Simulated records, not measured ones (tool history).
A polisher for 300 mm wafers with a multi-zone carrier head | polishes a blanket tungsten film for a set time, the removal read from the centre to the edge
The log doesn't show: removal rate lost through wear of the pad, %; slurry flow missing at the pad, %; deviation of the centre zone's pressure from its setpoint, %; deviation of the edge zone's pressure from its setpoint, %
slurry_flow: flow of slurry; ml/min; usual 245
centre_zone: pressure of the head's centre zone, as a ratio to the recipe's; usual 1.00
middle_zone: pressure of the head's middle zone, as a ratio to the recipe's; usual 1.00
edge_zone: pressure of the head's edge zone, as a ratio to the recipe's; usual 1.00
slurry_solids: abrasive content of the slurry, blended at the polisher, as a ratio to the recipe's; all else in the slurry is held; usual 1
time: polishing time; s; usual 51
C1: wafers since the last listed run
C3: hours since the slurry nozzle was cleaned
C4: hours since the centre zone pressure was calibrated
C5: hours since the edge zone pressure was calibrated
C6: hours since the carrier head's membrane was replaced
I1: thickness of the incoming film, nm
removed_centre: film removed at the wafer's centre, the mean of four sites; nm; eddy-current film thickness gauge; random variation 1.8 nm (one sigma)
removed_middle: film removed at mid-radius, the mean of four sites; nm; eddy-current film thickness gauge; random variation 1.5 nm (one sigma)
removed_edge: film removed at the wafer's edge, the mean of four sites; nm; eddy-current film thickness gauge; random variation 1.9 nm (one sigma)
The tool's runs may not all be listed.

run 1 day=0.000 | slurry_flow=245 centre_zone=1.00 middle_zone=1.00 edge_zone=1.00 slurry_solids=1 time=59 | C1=0 wafers_polished_on_this_pad=378 C3=688.0 C4=663.5 C5=42.4 C6=818.6 | I1=1117.3 | removed_centre=228.2 removed_middle=233.8 removed_edge=235.7
run 2 day=0.683 | slurry_flow=245 centre_zone=1.00 middle_zone=1.00 edge_zone=1.00 slurry_solids=1 time=51 | C1=112 wafers_polished_on_this_pad=490 C3=704.4 C4=679.9 C5=58.8 C6=835.0 | I1=1105.2 | removed_centre=198.6 removed_middle=199.8 removed_edge=202.7
-- day=1.308 centre zone pressure recalibrated
run 3 day=1.358 | slurry_flow=295 centre_zone=1.00 middle_zone=1.00 edge_zone=1.00 slurry_solids=1 time=51 | C1=97 wafers_polished_on_this_pad=588 C3=720.6 C4=1.2 C5=75.0 C6=851.2 | I1=1115.6 | removed_centre=203.2 removed_middle=203.8 removed_edge=205.1
run 4 day=2.754 | slurry_flow=295 centre_zone=1.00 middle_zone=1.00 edge_zone=1.00 slurry_solids=1 time=51 | C1=229 wafers_polished_on_this_pad=817 C3=754.1 C4=34.7 C5=108.5 C6=884.7 | I1=1089.2 | removed_centre=202.6 removed_middle=205.3 removed_edge=206.0
run 5 day=3.575 | slurry_flow=245 centre_zone=1.00 middle_zone=1.00 edge_zone=1.00 slurry_solids=1 time=51 | C1=134 wafers_polished_on_this_pad=952 C3=773.8 C4=54.4 C5=128.2 C6=904.4 | I1=1103.3 | removed_centre=196.5 removed_middle=199.5 removed_edge=197.9
-- day=4.583 carrier head's membrane replaced by a new one
run 6 day=4.600 | slurry_flow=245 centre_zone=1.00 middle_zone=1.00 edge_zone=1.00 slurry_solids=1 time=51 | C1=134 wafers_polished_on_this_pad=1086 C3=798.4 C4=79.0 C5=152.8 C6=0.4 | I1=1083.6 | removed_centre=192.6 removed_middle=197.2 removed_edge=197.9
run 7 day=5.325 | slurry_flow=245 centre_zone=1.06 middle_zone=1.07 edge_zone=1.00 slurry_solids=1 time=51 | C1=119 wafers_polished_on_this_pad=1205 C3=815.8 C4=96.4 C5=170.2 C6=17.8 | I1=1078.0 | removed_centre=205.8 removed_middle=207.0 removed_edge=197.3
-- day=5.512 worn pad replaced by a new one
run 8 day=5.875 | slurry_flow=245 centre_zone=1.00 middle_zone=1.00 edge_zone=1.00 slurry_solids=1 time=51 | C1=62 wafers_polished_on_this_pad=59 C3=829.0 C4=109.6 C5=183.4 C6=31.0 | I1=1093.6 | removed_centre=202.2 removed_middle=205.4 removed_edge=202.9
-- day=6.492 slurry nozzle cleaned
run 9 day=6.762 | slurry_flow=245 centre_zone=1.00 middle_zone=1.00 edge_zone=0.93 slurry_solids=1 time=51 | C1=138 wafers_polished_on_this_pad=198 C3=6.5 C4=130.9 C5=204.7 C6=52.3 | I1=1093.0 | removed_centre=201.7 removed_middle=206.4 removed_edge=197.8
run 10 day=8.183 | slurry_flow=245 centre_zone=1.00 middle_zone=1.00 edge_zone=1.09 slurry_solids=1 time=51 | C1=233 wafers_polished_on_this_pad=431 C3=40.6 C4=165.0 C5=238.8 C6=86.4 | I1=1113.3 | removed_centre=203.8 removed_middle=204.1 removed_edge=211.7
run 11 day=9.604 | slurry_flow=245 centre_zone=1.00 middle_zone=1.00 edge_zone=1.00 slurry_solids=1 time=51 | C1=233 wafers_polished_on_this_pad=665 C3=74.7 C4=199.1 C5=272.9 C6=120.5 | I1=1084.4 | removed_centre=203.0 removed_middle=200.7 removed_edge=201.3

Run 12 comes next. What will it give?
run 12 day=10.188 | slurry_flow=245 centre_zone=1.00 middle_zone=1.00 edge_zone=1.00 slurry_solids=1 time=51 | C1=95 wafers_polished_on_this_pad=760 C3=88.7 C4=213.1 C5=286.9 C6=134.5 | I1=1109.3 | removed_centre=? removed_middle=? removed_edge=?

Run 12 gave removed_centre 198.7 nm, removed_middle 200.5 nm, removed_edge 202.3 nm.
Without the tool's hidden state the same run would have given removed_centre 204.7 nm, removed_middle 206.6 nm, removed_edge 208.4 nm.
